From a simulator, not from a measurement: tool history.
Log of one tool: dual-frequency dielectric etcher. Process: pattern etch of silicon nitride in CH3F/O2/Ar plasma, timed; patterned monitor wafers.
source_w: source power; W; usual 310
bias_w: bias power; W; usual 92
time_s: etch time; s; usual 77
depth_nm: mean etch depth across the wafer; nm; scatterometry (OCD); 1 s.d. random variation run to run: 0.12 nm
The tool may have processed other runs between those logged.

run,hour,source_w,bias_w,time_s,wafers since the last listed run,hours since the last wet clean,hours since the last source power generator calibration,hours since the last bias power generator calibration,hours since the last upper electrode change,hours since the gauge calibration,"read-back reference wafer on the same gauge, depth_nm",depth_nm
1,0,310,92,91,0,253.7,1312.9,1759.6,1254.2,917.2,58.4,59.5
2,192.8,310,92,91,2332,446.5,1505.7,1952.4,1447,1110,58.4,59.4
# hour 292.8: wet clean of the chamber
3,295.5,310,92,93.5,952,2.7,1608.4,2055.1,1549.7,1212.7,58.4,62
4,344.5,310,92,77,592,51.7,1657.4,2104.1,1598.7,1261.7,58.4,50.8
# hour 401.2: gauge calibrated
5,435.8,310,92,77,1104,143,1748.7,2195.4,1690,34.6,58.4,50.8
6,477.9,310,92,77,509,185.1,1790.8,2237.5,1732.1,76.7,58.4,50.9
7,546.5,310,92,77,829,253.7,1859.4,2306.1,1800.7,145.3,58.4,50.7
8,643.4,240,71,63.5,1172,350.6,1956.3,2403,1897.6,242.2,58.4,33.6
# hour 649.7: source power generator calibrated
9,699.6,310,92,77,631,406.8,49.9,2459.2,1953.8,298.4,58.4,50
# hour 772: bias power generator calibrated
10,776.1,240,71,63.5,877,483.3,126.4,4.1,2030.3,374.9,58.4,32.8
# hour 821.8: wet clean of the chamber
11,828.1,390,79,77,338,6.3,178.4,56.1,2082.3,426.9,58.4,51.2
# hour 903.1: upper electrode replaced
12,918.7,310,92,70,805,96.9,269,146.7,15.6,517.5,58.4,45.4
13,990.8,340,101,91.5,872,169,341.1,218.8,87.7,589.6,58.4,64.2
14,1035.8,310,107,77,544,214,386.1,263.8,132.7,634.6,58.4,53.7
15,1138.9,310,92,97,1247,317.1,489.2,366.9,235.8,737.7,58.4,62.8

Branching from run 15: 3 alternative next runs. What would each branch give?
A,1139.3,310,92,77,4,317.5,489.6,367.3,236.2,738.1,?,?
B,1139.3,270,109,88,4,317.5,489.6,367.3,236.2,738.1,?,?
C,1139.3,310,112,91,4,317.5,489.6,367.3,236.2,738.1,?,?

run,"read-back reference wafer on the same gauge, depth_nm",depth_nm
A,58.4,49.8
B,58.4,58.5
C,58.4,64.5
The same runs, with their run-to-run variation unchanged, on a tool lacking any hidden condition would have given:
run,depth_nm
A,50.2
B,58.9
C,64.9
